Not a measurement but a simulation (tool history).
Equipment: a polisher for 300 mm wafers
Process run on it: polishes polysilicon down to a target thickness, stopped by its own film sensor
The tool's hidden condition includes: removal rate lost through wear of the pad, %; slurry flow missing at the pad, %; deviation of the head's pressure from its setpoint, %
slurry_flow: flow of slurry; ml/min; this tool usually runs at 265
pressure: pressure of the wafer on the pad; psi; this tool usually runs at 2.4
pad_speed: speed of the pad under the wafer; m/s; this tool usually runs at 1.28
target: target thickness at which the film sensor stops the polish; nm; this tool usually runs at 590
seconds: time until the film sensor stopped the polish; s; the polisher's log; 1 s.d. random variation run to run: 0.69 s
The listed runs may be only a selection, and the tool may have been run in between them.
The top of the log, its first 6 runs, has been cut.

| run | hour | slurry_flow | pressure | pad_speed | target | wafers since the last listed run | wafers polished on this pad | hours since the slurry nozzle was cleaned | hours since the head pressure was calibrated | incoming thickness of the incoming film, nm | seconds |
|---|---|---|---|---|---|---|---|---|---|---|---|
| 7 | 143.2 | 265 | 2.4 | 1.28 | 543 | 419 | 1880 | 537.6 | 929.6 | 969.6 | 45.7 |
| 8 | 169.1 | 265 | 2.4 | 1.28 | 543 | 347 | 2227 | 563.5 | 955.5 | 973.4 | 47.7 |
|  | 187.9 | worn pad replaced by a new one |
| 9 | 188.4 | 265 | 2.4 | 1.28 | 590 | 205 | 7 | 582.8 | 974.8 | 965.7 | 35.4 |
| 10 | 215.5 | 265 | 2.4 | 1.12 | 590 | 363 | 370 | 609.9 | 1001.9 | 953.3 | 41.3 |
| 11 | 242.5 | 265 | 2.4 | 1.12 | 590 | 361 | 732 | 636.9 | 1028.9 | 980.9 | 46.4 |
|  | 338.1 | slurry nozzle cleaned |
| 12 | 349.8 | 265 | 2.4 | 1.06 | 503 | 1424 | 2156 | 11.7 | 1136.2 | 967.7 | 60.5 |
|  | 356.9 | worn pad replaced by a new one |
| 13 | 379.7 | 265 | 2.4 | 1.06 | 503 | 347 | 305 | 41.6 | 1166.1 | 966.7 | 54.3 |
|  | 415.2 | head pressure recalibrated |
| 14 | 415.7 | 265 | 2.4 | 1.28 | 590 | 455 | 761 | 77.6 | 0.5 | 969.6 | 39 |
| 15 | 437.7 | 265 | 3 | 1.28 | 590 | 294 | 1055 | 99.6 | 22.5 | 975.1 | 31.9 |
| 16 | 452.9 | 265 | 2.4 | 1.54 | 590 | 203 | 1259 | 114.8 | 37.7 | 965 | 32.4 |
| 17 | 471.9 | 265 | 2.4 | 1.28 | 590 | 254 | 1514 | 133.8 | 56.7 | 980.3 | 40.7 |
| 18 | 496.8 | 265 | 2.4 | 1.28 | 590 | 333 | 1847 | 158.7 | 81.6 | 971.2 | 40.7 |
| 19 | 526.3 | 265 | 2.4 | 1.28 | 590 | 395 | 2243 | 188.2 | 111.1 | 964 | 38.9 |
|  | 538.2 | worn pad replaced by a new one |
| 20 | 549.9 | 205 | 2.4 | 1.1 | 525 | 262 | 156 | 211.8 | 134.7 | 976.6 | 53.8 |
| 21 | 572.3 | 265 | 1.9 | 1.62 | 624 | 300 | 457 | 234.2 | 157.1 | 967.6 | 34.4 |
| 22 | 590.4 | 185 | 2.4 | 1.28 | 590 | 242 | 699 | 252.3 | 175.2 | 963.9 | 40.8 |
| 23 | 621.8 | 180 | 3 | 1.04 | 714 | 420 | 1120 | 283.7 | 206.6 | 951.4 | 26.4 |
| 24 | 650 | 315 | 2.1 | 1.02 | 590 | 377 | 1498 | 311.9 | 234.8 | 954.3 | 52.4 |
| 25 | 682.9 | 170 | 2 | 1.28 | 483 | 440 | 1939 | 344.8 | 267.7 | 966.3 | 66.9 |
|  | 702.5 | worn pad replaced by a new one |
| 26 | 776.9 | 265 | 1.9 | 1.28 | 541 | 1206 | 996 | 438.8 | 361.7 | 983.9 | 58.8 |
| 27 | 805.7 | 265 | 1.8 | 1.28 | 590 | 385 | 1382 | 467.6 | 390.5 | 962.7 | 53.2 |
| 28 | 819.4 | 265 | 2.4 | 1.28 | 590 | 183 | 1566 | 481.3 | 404.2 | 981.4 | 40.7 |
| 29 | 834.2 | 265 | 2.4 | 0.88 | 590 | 198 | 1764 | 496.1 | 419 | 957.8 | 59.1 |
| 30 | 857.9 | 265 | 1.7 | 0.98 | 590 | 317 | 2082 | 519.8 | 442.7 | 963.5 | 72.8 |
| 31 | 875.8 | 235 | 3 | 1.28 | 590 | 239 | 2322 | 537.7 | 460.6 | 956.8 | 32 |

Alternative continuations, all from the tool just after run 31; predict every row:
| A | 876.2 | 265 | 2.4 | 1.28 | 487 | 5 | 2327 | 538.1 | 461 | 989.9 | ? |
| B | 876.2 | 265 | 3.1 | 1.4 | 590 | 5 | 2327 | 538.1 | 461 | 989.9 | ? |
| C | 876.2 | 210 | 2.4 | 0.9 | 590 | 5 | 2327 | 538.1 | 461 | 989.9 | ? |
| D | 876.2 | 265 | 2.4 | 1.28 | 493 | 5 | 2327 | 538.1 | 461 | 989.9 | ? |
| E | 876.2 | 220 | 1.8 | 1.62 | 680 | 5 | 2327 | 538.1 | 461 | 989.9 | ? |

| run | seconds |
|---|---|
| A | 52.8 |
| B | 29.7 |
| C | 61.5 |
| D | 52.2 |
| E | 35.1 |
Had the tool no hidden state, the same runs would have come out as:
| run | seconds |
|---|---|
| A | 46.3 |
| B | 26.1 |
| C | 53.9 |
| D | 45.8 |
| E | 30.7 |
